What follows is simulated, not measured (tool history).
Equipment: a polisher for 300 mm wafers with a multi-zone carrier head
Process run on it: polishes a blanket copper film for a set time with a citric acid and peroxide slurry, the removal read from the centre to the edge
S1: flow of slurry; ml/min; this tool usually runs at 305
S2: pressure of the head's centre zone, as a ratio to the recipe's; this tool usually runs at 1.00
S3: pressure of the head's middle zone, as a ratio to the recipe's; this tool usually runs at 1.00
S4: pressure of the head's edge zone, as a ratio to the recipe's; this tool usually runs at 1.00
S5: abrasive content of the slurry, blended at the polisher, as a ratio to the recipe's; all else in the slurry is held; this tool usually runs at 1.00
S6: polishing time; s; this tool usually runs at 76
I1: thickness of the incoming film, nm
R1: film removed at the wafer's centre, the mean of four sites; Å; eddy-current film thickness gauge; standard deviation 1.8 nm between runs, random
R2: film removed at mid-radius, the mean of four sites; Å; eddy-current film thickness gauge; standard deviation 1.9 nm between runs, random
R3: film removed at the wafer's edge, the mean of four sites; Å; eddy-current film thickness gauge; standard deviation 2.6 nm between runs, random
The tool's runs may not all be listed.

run 1 hour=0.0 | S1=305 S2=0.96 S3=1.00 S4=1.00 S5=1.00 S6=76 | I1=1243.0 | R1=1586 R2=1704 R3=1661
run 2 hour=89.6 | S1=305 S2=1.00 S3=1.00 S4=1.00 S5=1.00 S6=76 | I1=1250.3 | R1=1585 R2=1631 R3=1609
run 3 hour=192.6 | S1=305 S2=1.00 S3=1.00 S4=1.00 S5=1.00 S6=76 | I1=1249.8 | R1=1754 R2=1840 R3=1780
run 4 hour=289.5 | S1=305 S2=1.00 S3=1.00 S4=1.00 S5=1.00 S6=76 | I1=1231.9 | R1=1750 R2=1795 R3=1736
run 5 hour=372.5 | S1=305 S2=1.00 S3=1.00 S4=1.00 S5=1.00 S6=76 | I1=1235.2 | R1=1726 R2=1763 R3=1736
run 6 hour=548.6 | S1=305 S2=1.00 S3=1.00 S4=0.95 S5=0.80 S6=95 | I1=1258.7 | R1=1888 R2=1957 R3=1950
run 7 hour=639.9 | S1=305 S2=0.91 S3=1.05 S4=1.00 S5=0.80 S6=90 | I1=1252.8 | R1=1602 R2=1814 R3=1693
run 8 hour=681.7 | S1=305 S2=1.00 S3=1.00 S4=1.00 S5=1.00 S6=76 | I1=1248.8 | R1=1803 R2=1806 R3=1804
run 9 hour=786.7 | S1=305 S2=1.00 S3=1.00 S4=1.00 S5=1.00 S6=76 | I1=1265.0 | R1=1767 R2=1799 R3=1769
run 10 hour=875.8 | S1=305 S2=0.90 S3=1.00 S4=1.00 S5=1.00 S6=76 | I1=1240.2 | R1=1622 R2=1779 R3=1759
run 11 hour=938.6 | S1=225 S2=1.00 S3=0.91 S4=1.08 S5=0.90 S6=76 | I1=1268.1 | R1=1613 R2=1515 R3=1733
run 12 hour=983.8 | S1=305 S2=1.00 S3=1.00 S4=1.00 S5=0.80 S6=76 | I1=1268.7 | R1=1603 R2=1612 R3=1570
run 13 hour=1023.6 | S1=305 S2=1.00 S3=1.00 S4=0.97 S5=1.10 S6=76 | I1=1227.5 | R1=1700 R2=1738 R3=1691
run 14 hour=1075.0 | S1=305 S2=0.93 S3=1.08 S4=1.00 S5=1.00 S6=65 | I1=1243.7 | R1=1342 R2=1490 R3=1383
run 15 hour=1176.4 | S1=305 S2=1.00 S3=1.00 S4=1.00 S5=1.00 S6=76 | I1=1241.7 | R1=1805 R2=1793 R3=1803
run 16 hour=1242.9 | S1=305 S2=1.00 S3=1.00 S4=1.00 S5=1.00 S6=76 | I1=1239.9 | R1=1788 R2=1840 R3=1753
run 17 hour=1345.9 | S1=305 S2=1.00 S3=1.00 S4=1.00 S5=0.90 S6=64 | I1=1267.1 | R1=1417 R2=1454 R3=1412
run 18 hour=1518.9 | S1=215 S2=1.00 S3=1.00 S4=0.92 S5=1.00 S6=76 | I1=1245.1 | R1=1570 R2=1604 R3=1523
run 19 hour=1607.6 | S1=305 S2=0.92 S3=1.00 S4=1.07 S5=1.15 S6=76 | I1=1242.0 | R1=1537 R2=1684 R3=1679
run 20 hour=1692.4 | S1=260 S2=0.92 S3=0.95 S4=1.00 S5=1.00 S6=76 | I1=1255.5 | R1=1684 R2=1740 R3=1778

Missing from the log above: 11 entries noted between runs. For each, name the pair of listed runs it sits between and say how the tool's hidden condition differs from the listed run just before to the listed run just after:
Between runs 2 and 3: worn pad replaced by a new one (hour 136.6)
  removal rate lost through wear of the pad, %: 12.7 -> 1.63
  the result without the hidden state subtracted from the measured one, R1: -231 -> -29 Å; R2: -238 -> -31 Å; R3: -235 -> -30 Å
Between runs 3 and 4: slurry nozzle cleaned (hour 234.0); edge zone pressure recalibrated (hour 252.5)
  removal rate lost through wear of the pad, %: 1.63 -> 2.68
  the result without the hidden state subtracted from the measured one, R1: -29 -> -48 Å; R2: -31 -> -49 Å; R3: -30 -> -48 Å
Between runs 6 and 7: centre zone pressure recalibrated (hour 639.4)
  removal rate lost through wear of the pad, %: 10.3 -> 14.6
  the result without the hidden state subtracted from the measured one, R1: -216 -> -274 Å; R2: -224 -> -310 Å; R3: -223 -> -290 Å
Between runs 7 and 8: worn pad replaced by a new one (hour 644.9); slurry nozzle cleaned (hour 681.2)
  removal rate lost through wear of the pad, %: 14.6 -> 0.765
  the result without the hidden state subtracted from the measured one, R1: -274 -> -14 Å; R2: -310 -> -14 Å; R3: -290 -> -14 Å
Between runs 8 and 9: carrier head's membrane replaced by a new one (hour 770.4)
  removal rate lost through wear of the pad, %: 0.765 -> 1.74
  the result without the hidden state subtracted from the measured one, R1: -14 -> -31 Å; R2: -14 -> -31 Å; R3: -14 -> -32 Å
Between runs 14 and 15: worn pad replaced by a new one (hour 1119.2); edge zone pressure recalibrated (hour 1132.7); slurry nozzle cleaned (hour 1165.2)
  removal rate lost through wear of the pad, %: 10.3 -> 1.04
  the result without the hidden state subtracted from the measured one, R1: -153 -> -19 Å; R2: -170 -> -19 Å; R3: -159 -> -19 Å
Between runs 19 and 20: worn pad replaced by a new one (hour 1650.5)
  removal rate lost through wear of the pad, %: 13.2 -> 0.401
  the result without the hidden state subtracted from the measured one, R1: -234 -> -7 Å; R2: -257 -> -7 Å; R3: -256 -> -7 Å
